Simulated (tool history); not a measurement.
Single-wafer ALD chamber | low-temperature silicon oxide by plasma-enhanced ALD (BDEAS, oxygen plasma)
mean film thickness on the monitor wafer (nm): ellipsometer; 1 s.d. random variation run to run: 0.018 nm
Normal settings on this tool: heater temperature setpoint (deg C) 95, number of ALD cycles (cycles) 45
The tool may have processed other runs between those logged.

run   hour  heater temperature setpoint (deg C)  number of ALD cycles (cycles)  wafers since the last listed run  hours since the last thermocouple change  hours since the gauge calibration  read-back reference wafer on the same gauge, thickness_nm  mean film thickness on the monitor wafer (nm)
  1      0                                   95                             45                                 0                                    2560.2                              200.7                                                      6.244                                          6.992
  2   14.3                                   95                             45                                93                                    2574.5                                215                                                      6.244                                          7.012
  3   21.4                                  105                             43                                46                                    2581.6                              222.1                                                      6.233                                          6.494
        24  -- gauge calibrated
  4   30.1                                   95                             45                                56                                    2590.3                                6.1                                                      6.295                                          7.063
  5   46.4                                   95                             45                               106                                    2606.6                               22.4                                                       6.29                                          7.056
  6   61.4                                   95                             45                                98                                    2621.6                               37.4                                                      6.289                                          7.026
  7   70.1                                   95                             45                                56                                    2630.3                               46.1                                                      6.287                                          7.037
  8   84.2                                   95                             45                                92                                    2644.4                               60.2                                                      6.283                                          7.072
  9     92                                   95                             45                                50                                    2652.2                                 68                                                      6.277                                          7.024
 10  105.4                                   95                             45                                87                                    2665.6                               81.4                                                      6.272                                          7.049
 11  112.9                                   95                             45                                49                                    2673.1                               88.9                                                      6.277                                          7.036
 12  122.6                                   95                             45                                63                                    2682.8                               98.6                                                      6.268                                          7.016
 13  137.3                                   95                             45                                96                                    2697.5                              113.3                                                      6.266                                          7.026
 14  151.3                                   90                             45                                91                                    2711.5                              127.3                                                      6.266                                          7.161
 15  158.9                                  101                             49                                49                                    2719.1                              134.9                                                      6.266                                          7.491
 16  171.5                                   95                             45                                82                                    2731.7                              147.5                                                      6.263                                          7.047
 17    188                                   86                             45                               107                                    2748.2                                164                                                      6.254                                          7.265
 18  194.9                                   85                             52                                45                                    2755.1                              170.9                                                      6.259                                          8.493
     207.9  -- thermocouple changed; heater temperature recalibrated
 19  208.4                                   85                             45                                35                                       0.5                              184.4                                                       6.25                                          7.285
 20  214.4                                  102                             54                                39                                       6.5                              190.4                                                      6.249                                          8.198
 21  251.6                                  109                             50                               243                                      43.7                              227.6                                                      6.242                                            7.5
 22  268.7                                   88                             37                               111                                      60.8                              244.7                                                      6.238                                          5.923
     274.9  -- gauge calibrated
 23  281.5                                   81                             37                                83                                      73.6                                6.6                                                      6.307                                          6.169
 24  295.1                                   88                             37                                88                                      87.2                               20.2                                                      6.298                                           5.98
 25  309.5                                  101                             45                                94                                     101.6                               34.6                                                      6.292                                          6.895
 26  319.8                                  104                             37                                67                                     111.9                               44.9                                                      6.294                                          5.686

What does the tool deliver on the next run?
 27   332                                   82                             42                                79                                     124.1                               57.1                                                          ?                                              ?

{"run 27": {"read-back reference wafer on the same gauge, thickness_nm": 6.289, "mean film thickness on the monitor wafer (nm)": 6.955}}
On a tool with no hidden condition, and with the same random variation, this run would have come out at mean film thickness on the monitor wafer (nm) 6.966.
